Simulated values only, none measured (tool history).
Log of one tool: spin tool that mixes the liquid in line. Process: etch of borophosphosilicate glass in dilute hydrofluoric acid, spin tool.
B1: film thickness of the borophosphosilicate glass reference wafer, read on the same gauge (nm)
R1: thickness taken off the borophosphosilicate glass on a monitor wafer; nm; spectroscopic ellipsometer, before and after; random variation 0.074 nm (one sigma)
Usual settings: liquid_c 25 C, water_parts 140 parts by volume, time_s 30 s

Run 1, hour 0: usual settings; B1 130.04. Result: R1 9.76 nm.
Run 2, hour 9.7: usual settings but time_s 15 s; B1 130.02. Result: R1 4.84 nm.
Run 3, hour 16.7: usual settings but time_s 15 s; B1 130.04. Result: R1 4.83 nm.
Run 4, hour 29.3: usual settings; B1 130.02. Result: R1 9.84 nm.
Run 5, hour 42.3: usual settings; B1 130.01. Result: R1 9.69 nm.
Run 6, hour 86.7: usual settings; B1 129.99. Result: R1 9.8 nm.
Run 7, hour 100.2: usual settings but liquid_c 26 C, time_s 15 s; B1 129.98. Result: R1 5.16 nm.
Run 8, hour 112.7: usual settings but time_s 45 s; B1 130.02. Result: R1 14.92 nm.
Run 9, hour 128.3: usual settings but liquid_c 22.5 C, time_s 25 s; B1 130.03. Result: R1 7.43 nm.
Run 10, hour 135.7: usual settings but time_s 40 s; B1 130.02. Result: R1 13.26 nm.
Run 11, hour 175: usual settings but time_s 40 s; B1 130. Result: R1 13.09 nm.
At hour 208.7: thermometer replaced.
At hour 220.4: hydrofluoric acid flow meter replaced.
Run 12, hour 220.9: usual settings but time_s 40 s; B1 129.99. Result: R1 11.56 nm.
Run 13, hour 232.6: usual settings but liquid_c 26 C, time_s 15 s; B1 130.01. Result: R1 4.51 nm.
Run 14, hour 241.8: usual settings but liquid_c 29.5 C; B1 130. Result: R1 10.16 nm.
Run 15, hour 253.8: usual settings but liquid_c 26.5 C, time_s 50 s; B1 130. Result: R1 15.16 nm.
Run 16, hour 291: usual settings but liquid_c 22 C; B1 130. Result: R1 7.7 nm.
Run 17, hour 306.1: usual settings but liquid_c 28.5 C, time_s 45 s; B1 129.97. Result: R1 14.94 nm.
At hour 309.8: gauge calibrated.
Run 18, hour 318.6: usual settings but liquid_c 29 C; B1 130.02. Result: R1 10.02 nm.
Run 19, hour 336: usual settings but liquid_c 28 C, water_parts 165 parts by volume; B1 129.99. Result: R1 7.91 nm.
Run 20, hour 342.2: usual settings but liquid_c 22 C; B1 129.99. Result: R1 7.71 nm.
Run 21, hour 355.4: usual settings but water_parts 80 parts by volume, time_s 15 s; B1 129.99. Result: R1 8.23 nm.
Run 22, hour 365.5: usual settings but water_parts 120 parts by volume, time_s 50 s; B1 129.98. Result: R1 17.31 nm.
Run 23, hour 380.7: usual settings but liquid_c 27 C, water_parts 80 parts by volume, time_s 20 s; B1 130. Result: R1 11.89 nm.
Run 24, hour 392.1: usual settings; B1 130.01. Result: R1 8.83 nm.
Run 25, hour 400.4: usual settings but liquid_c 27 C, water_parts 205 parts by volume, time_s 45 s; B1 130.02. Result: R1 8.86 nm.

Forecast each of these 4 alternatives for the next run:
Run A, hour 400.8: usual settings but time_s 20 s; B1 ?. Result: R1 ?.
Run B, hour 400.8: usual settings but water_parts 210 parts by volume; B1 ?. Result: R1 ?.
Run C, hour 400.8: usual settings but water_parts 85 parts by volume, time_s 45 s; B1 ?. Result: R1 ?.
Run D, hour 400.8: usual settings but liquid_c 29.5 C, water_parts 85 parts by volume; B1 ?. Result: R1 ?.

run      B1     R1
  A  129.96    5.8
  B  129.96   5.37
  C  129.96  22.99
  D  129.96  18.26
Without the tool's hidden state the same runs would have given:
run     R1
  A   5.65
  B   5.22
  C  22.43
  D  17.81
